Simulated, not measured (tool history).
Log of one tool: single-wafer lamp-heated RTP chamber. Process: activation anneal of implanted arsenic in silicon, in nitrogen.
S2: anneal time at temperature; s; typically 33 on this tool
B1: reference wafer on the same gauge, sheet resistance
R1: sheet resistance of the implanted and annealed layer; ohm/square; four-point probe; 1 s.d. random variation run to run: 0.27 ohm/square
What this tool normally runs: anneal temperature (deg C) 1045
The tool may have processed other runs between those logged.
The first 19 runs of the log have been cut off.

{"run": 20, "day": 25.442, "anneal temperature (deg C)": 1034, "S2": 46, "B1": 206.97, "R1": 175.79}
{"run": 21, "day": 26.262, "anneal temperature (deg C)": 1018, "S2": 15, "B1": 207.18, "R1": 186.49}
{"run": 22, "day": 27.308, "anneal temperature (deg C)": 1045, "S2": 33, "B1": 207.02, "R1": 176.62}
{"run": 23, "day": 28.229, "anneal temperature (deg C)": 1071, "S2": 40, "B1": 207.01, "R1": 169.91}
{"day": 29.183, "done": "gauge calibrated"}
{"day": 29.212, "done": "pyrometer window cleaned and pyrometer calibrated"}
{"run": 24, "day": 29.233, "anneal temperature (deg C)": 1026, "S2": 47, "B1": 207.03, "R1": 178.95}
{"run": 25, "day": 30.554, "anneal temperature (deg C)": 1024, "S2": 33, "B1": 207.02, "R1": 181.48}
{"run": 26, "day": 31.571, "anneal temperature (deg C)": 1035, "S2": 48, "B1": 207.05, "R1": 176.38}
{"run": 27, "day": 32.175, "anneal temperature (deg C)": 1072, "S2": 17, "B1": 206.98, "R1": 178.03}
{"run": 28, "day": 33.021, "anneal temperature (deg C)": 1045, "S2": 46, "B1": 206.82, "R1": 174.15}
{"run": 29, "day": 33.767, "anneal temperature (deg C)": 1062, "S2": 52, "B1": 207.02, "R1": 169.51}
{"run": 30, "day": 34.892, "anneal temperature (deg C)": 1017, "S2": 49, "B1": 206.92, "R1": 178.88}
{"run": 31, "day": 35.742, "anneal temperature (deg C)": 1029, "S2": 13, "B1": 206.93, "R1": 185.89}
{"run": 32, "day": 36.588, "anneal temperature (deg C)": 1035, "S2": 52, "B1": 206.86, "R1": 174.61}

Estimate the outcome of run 33 from the log above:
{"run": 33, "day": 37.992, "anneal temperature (deg C)": 1025, "S2": 52, "B1": "?", "R1": "?"}

Run 33 yielded B1 207.07, R1 177.11 ohm/square.
Had the tool carried no hidden state, the very same run would have given R1 179.57 ohm/square.
